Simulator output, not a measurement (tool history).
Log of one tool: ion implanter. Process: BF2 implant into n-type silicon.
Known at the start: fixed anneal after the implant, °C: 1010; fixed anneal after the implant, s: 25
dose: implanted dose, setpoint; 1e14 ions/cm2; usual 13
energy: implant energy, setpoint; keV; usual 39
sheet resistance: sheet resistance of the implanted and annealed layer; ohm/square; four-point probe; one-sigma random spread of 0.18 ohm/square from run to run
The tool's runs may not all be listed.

| run | hour | dose | energy | read-back reference wafer on the same gauge, sheet resistance | sheet resistance |
|---|---|---|---|---|---|
| 1 | 0 | 13 | 39 | 115.65 | 119.88 |
| 2 | 6.5 | 13 | 39 | 115.63 | 119.83 |
| 3 | 15.7 | 13 | 39 | 115.62 | 119.38 |
| 4 | 28.6 | 13 | 39 | 115.49 | 119.68 |
| 5 | 36.2 | 13 | 39 | 115.44 | 119.4 |
| 6 | 43.4 | 13 | 39 | 115.41 | 120.09 |
| 7 | 50 | 13 | 28.5 | 115.37 | 135.01 |
| 8 | 66.5 | 13 | 28.5 | 115.27 | 135.21 |
| 9 | 73.4 | 13 | 28.5 | 115.23 | 134.71 |
|  | 79.7 | gauge calibrated |
|  | 88.9 | extraction supply calibrated |
| 10 | 89.4 | 10.47 | 32 | 115.97 | 141.2 |
| 11 | 94.3 | 11.32 | 47.5 | 116 | 119.61 |
| 12 | 104 | 11.32 | 47.5 | 116.02 | 119.67 |
| 13 | 117.8 | 11.84 | 42 | 115.95 | 121.9 |
| 14 | 129.8 | 11.15 | 51 | 115.97 | 118.52 |
| 15 | 141.1 | 13 | 26 | 115.93 | 140.36 |

Predict the results of run 16:
| 16 | 149.5 | 13 | 28.5 | ? | ? |

read-back reference wafer on the same gauge, sheet resistance: 115.96
sheet resistance: 135.57 ohm/square
Were there no unlogged condition in the tool, this run, its random variation unchanged, would have produced sheet resistance 135.66 ohm/square.

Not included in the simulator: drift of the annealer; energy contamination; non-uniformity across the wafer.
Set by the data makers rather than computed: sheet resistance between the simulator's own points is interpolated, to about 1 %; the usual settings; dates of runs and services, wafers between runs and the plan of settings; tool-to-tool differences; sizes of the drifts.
